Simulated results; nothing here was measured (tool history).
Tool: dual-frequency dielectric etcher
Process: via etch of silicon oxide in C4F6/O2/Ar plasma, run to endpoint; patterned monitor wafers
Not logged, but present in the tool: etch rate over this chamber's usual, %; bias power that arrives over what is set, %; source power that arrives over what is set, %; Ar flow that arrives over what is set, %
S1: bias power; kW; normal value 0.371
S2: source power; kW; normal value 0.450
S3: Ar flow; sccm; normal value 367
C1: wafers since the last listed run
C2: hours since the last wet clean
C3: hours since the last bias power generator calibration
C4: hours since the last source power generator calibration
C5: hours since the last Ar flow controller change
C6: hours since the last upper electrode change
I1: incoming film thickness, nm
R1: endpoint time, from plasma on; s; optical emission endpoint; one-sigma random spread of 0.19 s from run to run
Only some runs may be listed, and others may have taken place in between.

run	hour	S1	S2	S3	C1	C2	C3	C4	C5	C6	I1	R1
1	0.0	0.371	0.450	310	0	254.8	4021.5	4458.5	3339.5	2995.6	119.4	31.1
2	41.7	0.371	0.450	310	676	296.5	4063.2	4500.2	3381.2	3037.3	119.1	31.5
3	104.5	0.371	0.450	304	1018	359.3	4126.0	4563.0	3444.0	3100.1	119.8	31.5
# hour 148.0: wet clean of the chamber
4	163.5	0.371	0.400	367	567	15.5	4185.0	4622.0	3503.0	3159.1	119.6	33.9
5	201.5	0.371	0.400	367	616	53.5	4223.0	4660.0	3541.0	3197.1	120.8	34.3
6	266.3	0.371	0.400	367	1051	118.3	4287.8	4724.8	3605.8	3261.9	118.8	33.9
7	307.2	0.371	0.390	367	663	159.2	4328.7	4765.7	3646.7	3302.8	118.0	34.3
8	347.7	0.371	0.390	367	656	199.7	4369.2	4806.2	3687.2	3343.3	118.9	34.3
9	382.8	0.371	0.390	367	569	234.8	4404.3	4841.3	3722.3	3378.4	118.3	34.1
10	449.0	0.371	0.450	367	1073	301.0	4470.5	4907.5	3788.5	3444.6	119.3	32.3
11	499.7	0.371	0.450	367	822	351.7	4521.2	4958.2	3839.2	3495.3	120.6	33.0
# hour 562.3: wet clean of the chamber
12	562.8	0.371	0.520	390	634	0.5	4584.3	5021.3	3902.3	3558.4	120.0	30.2
13	603.3	0.457	0.450	311	656	41.0	4624.8	5061.8	3942.8	3598.9	120.2	28.7
# hour 630.8: upper electrode replaced
14	652.6	0.371	0.500	367	410	90.3	4674.1	5111.1	3992.1	21.8	119.4	30.8
# hour 698.9: bias power generator calibrated
15	708.0	0.371	0.450	367	833	145.7	9.1	5166.5	4047.5	77.2	119.6	32.1
# hour 773.3: source power generator calibrated
16	824.2	0.371	0.450	367	1820	261.9	125.3	50.9	4163.7	193.4	120.6	32.8
17	864.9	0.371	0.450	320	660	302.6	166.0	91.6	4204.4	234.1	121.0	31.9
# hour 895.0: Ar flow controller replaced
18	899.5	0.398	0.350	367	463	337.2	200.6	126.2	4.5	268.7	119.4	35.5
19	967.2	0.371	0.400	413	1098	404.9	268.3	193.9	72.2	336.4	120.8	35.4
# hour 1053.7: wet clean of the chamber
20	1054.2	0.443	0.350	429	1021	0.5	355.3	280.9	159.2	423.4	118.7	34.5
21	1114.2	0.371	0.390	318	973	60.5	415.3	340.9	219.2	483.4	119.3	33.2
22	1185.5	0.371	0.450	367	1156	131.8	486.6	412.2	290.5	554.7	119.8	32.0

Consider 3 possible next runs. They are alternatives, not a sequence: every one starts from the tool as it was left by run 22. What does each give?
A	1185.9	0.371	0.450	367	6	132.2	487.0	412.6	290.9	555.1	118.5	?
B	1185.9	0.464	0.450	367	6	132.2	487.0	412.6	290.9	555.1	118.5	?
C	1185.9	0.348	0.450	367	6	132.2	487.0	412.6	290.9	555.1	118.5	?

run	R1
A	32.2
B	29.6
C	33.0
Stripped of hidden state, with their random variation kept, the same runs would have yielded:
run	R1
A	31.8
B	29.2
C	32.6
